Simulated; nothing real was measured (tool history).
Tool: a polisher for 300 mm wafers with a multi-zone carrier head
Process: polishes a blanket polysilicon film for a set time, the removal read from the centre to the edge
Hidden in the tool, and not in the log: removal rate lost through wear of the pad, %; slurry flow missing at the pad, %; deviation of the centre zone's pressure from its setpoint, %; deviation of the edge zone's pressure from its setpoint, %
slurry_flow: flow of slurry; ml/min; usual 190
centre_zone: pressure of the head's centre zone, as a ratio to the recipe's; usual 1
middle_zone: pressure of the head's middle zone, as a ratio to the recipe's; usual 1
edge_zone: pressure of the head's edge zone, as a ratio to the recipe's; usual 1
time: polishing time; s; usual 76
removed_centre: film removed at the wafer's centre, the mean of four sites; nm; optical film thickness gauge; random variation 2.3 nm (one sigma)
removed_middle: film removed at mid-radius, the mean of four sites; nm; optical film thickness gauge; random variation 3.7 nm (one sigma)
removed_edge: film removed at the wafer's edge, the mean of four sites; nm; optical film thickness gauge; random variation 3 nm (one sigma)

| run | hour | slurry_flow | centre_zone | middle_zone | edge_zone | time | wafers since the last listed run | wafers polished on this pad | hours since the slurry nozzle was cleaned | hours since the centre zone pressure was calibrated | hours since the edge zone pressure was calibrated | hours since the carrier head's membrane was replaced | incoming thickness of the incoming film, nm | removed_centre | removed_middle | removed_edge |
|---|---|---|---|---|---|---|---|---|---|---|---|---|---|---|---|---|
| 1 | 0 | 190 | 1 | 1 | 1 | 62 | 0 | 99 | 126 | 580 | 28.7 | 1.8 | 2066.2 | 280.9 | 279.8 | 288.5 |
| 2 | 31.3 | 190 | 1 | 1 | 1 | 76 | 274 | 373 | 157.3 | 611.3 | 60 | 33.1 | 2055.8 | 345.8 | 346.3 | 347 |
| 3 | 79.3 | 190 | 1 | 1.03 | 1 | 76 | 420 | 794 | 205.3 | 659.3 | 108 | 81.1 | 2074.1 | 345.3 | 344.4 | 348.7 |
| 4 | 132.8 | 190 | 1 | 1.03 | 1 | 76 | 468 | 1263 | 258.8 | 712.8 | 161.5 | 134.6 | 2091.7 | 344.8 | 350.2 | 348.6 |
| 5 | 192.1 | 190 | 1 | 1.03 | 1 | 76 | 519 | 1783 | 318.1 | 772.1 | 220.8 | 193.9 | 2088.8 | 340.7 | 349.8 | 344.4 |
|  | 208.4 | worn pad replaced by a new one |
| 6 | 263.3 | 190 | 0.93 | 1 | 1 | 76 | 588 | 481 | 389.3 | 843.3 | 292 | 265.1 | 2042.4 | 315 | 347.8 | 344.3 |
|  | 316.3 | centre zone pressure recalibrated |
| 7 | 317.5 | 190 | 0.93 | 1 | 1 | 76 | 457 | 938 | 443.5 | 1.2 | 346.2 | 319.3 | 2038.8 | 312.3 | 335.7 | 342 |
| 8 | 384.9 | 190 | 0.93 | 1 | 1 | 76 | 590 | 1529 | 510.9 | 68.6 | 413.6 | 386.7 | 2076.9 | 309.2 | 337.6 | 343.4 |
|  | 435.7 | slurry nozzle cleaned |
| 9 | 449.2 | 190 | 1 | 1 | 1 | 76 | 554 | 2084 | 13.5 | 132.9 | 477.9 | 451 | 2060.3 | 350.9 | 348.9 | 352.5 |
| 10 | 490.8 | 190 | 1.09 | 1 | 0.96 | 100 | 364 | 2448 | 55.1 | 174.5 | 519.5 | 492.6 | 2062.5 | 502.5 | 449.7 | 452.6 |
|  | 504.6 | worn pad replaced by a new one |
| 11 | 546.4 | 170 | 0.95 | 1.07 | 1.09 | 76 | 452 | 365 | 110.7 | 230.1 | 575.1 | 548.2 | 2088.8 | 325.6 | 365.3 | 358.6 |
| 12 | 610 | 190 | 1 | 1 | 1 | 76 | 557 | 923 | 174.3 | 293.7 | 638.7 | 611.8 | 2060 | 346.1 | 339.9 | 348.5 |
| 13 | 674.4 | 190 | 1 | 1 | 1 | 62 | 564 | 1487 | 238.7 | 358.1 | 703.1 | 676.2 | 2047.3 | 277.8 | 281.3 | 285.9 |
|  | 677.6 | edge zone pressure recalibrated |
| 14 | 736.9 | 190 | 1 | 1 | 1 | 76 | 530 | 2017 | 301.2 | 420.6 | 59.3 | 738.7 | 2087.8 | 340 | 341.1 | 345.5 |
|  | 742.8 | worn pad replaced by a new one |
| 15 | 772.9 | 150 | 0.94 | 1 | 1 | 76 | 280 | 263 | 337.2 | 456.6 | 95.3 | 774.7 | 2062.1 | 305.3 | 331.5 | 338.3 |
| 16 | 805.2 | 190 | 1.11 | 1.11 | 1 | 76 | 283 | 546 | 369.5 | 488.9 | 127.6 | 807 | 2058.1 | 375.8 | 370.6 | 343.4 |
|  | 814.4 | carrier head's membrane replaced by a new one |
| 17 | 876.3 | 210 | 0.91 | 1 | 1.04 | 76 | 579 | 1126 | 440.6 | 560 | 198.7 | 61.9 | 2063.8 | 307.1 | 336 | 347.2 |
| 18 | 937 | 190 | 1 | 1.09 | 0.88 | 76 | 531 | 1658 | 501.3 | 620.7 | 259.4 | 122.6 | 2098.8 | 330.2 | 357.3 | 319.6 |
| 19 | 985.8 | 240 | 1.11 | 1.11 | 0.96 | 76 | 427 | 2085 | 550.1 | 669.5 | 308.2 | 171.4 | 2063.6 | 382.3 | 378 | 339.5 |
|  | 993.4 | worn pad replaced by a new one |
|  | 1031.7 | slurry nozzle cleaned |
| 20 | 1035.2 | 190 | 1 | 1 | 1 | 76 | 389 | 357 | 3.5 | 718.9 | 357.6 | 220.8 | 2049.3 | 351.3 | 348.7 | 351.1 |
| 21 | 1106.9 | 230 | 1 | 0.93 | 1 | 85 | 628 | 986 | 75.2 | 790.6 | 429.3 | 292.5 | 2061.1 | 398.7 | 377.3 | 397.4 |
|  | 1126.2 | centre zone pressure recalibrated |
| 22 | 1173.1 | 220 | 0.9 | 0.9 | 1 | 90 | 562 | 1548 | 141.4 | 46.9 | 495.5 | 358.7 | 2061.4 | 373.4 | 384 | 426.8 |

4 ways to go on from here, each from the tool as it stands after run 22. What would each give?
| A | 1173.5 | 230 | 1 | 1 | 1 | 76 | 3 | 1552 | 141.8 | 47.3 | 495.9 | 359.1 | 2041.7 | ? | ? | ? |
| B | 1173.5 | 190 | 1 | 1 | 1 | 83 | 3 | 1552 | 141.8 | 47.3 | 495.9 | 359.1 | 2041.7 | ? | ? | ? |
| C | 1173.5 | 190 | 1 | 1 | 1 | 65 | 3 | 1552 | 141.8 | 47.3 | 495.9 | 359.1 | 2041.7 | ? | ? | ? |
| D | 1173.5 | 190 | 1 | 1 | 1.05 | 63 | 3 | 1552 | 141.8 | 47.3 | 495.9 | 359.1 | 2041.7 | ? | ? | ? |

| run | removed_centre | removed_middle | removed_edge |
|---|---|---|---|
| A | 357.9 | 352.7 | 362.4 |
| B | 380.9 | 376.4 | 389.1 |
| C | 298.3 | 294.8 | 304.7 |
| D | 289.1 | 285.7 | 302 |
Without the tool's hidden state the same runs would have given:
| run | removed_centre | removed_middle | removed_edge |
|---|---|---|---|
| A | 363.8 | 357.9 | 366.3 |
| B | 388.1 | 382.8 | 393.9 |
| C | 303.9 | 299.8 | 308.5 |
| D | 294.6 | 290.5 | 305.7 |

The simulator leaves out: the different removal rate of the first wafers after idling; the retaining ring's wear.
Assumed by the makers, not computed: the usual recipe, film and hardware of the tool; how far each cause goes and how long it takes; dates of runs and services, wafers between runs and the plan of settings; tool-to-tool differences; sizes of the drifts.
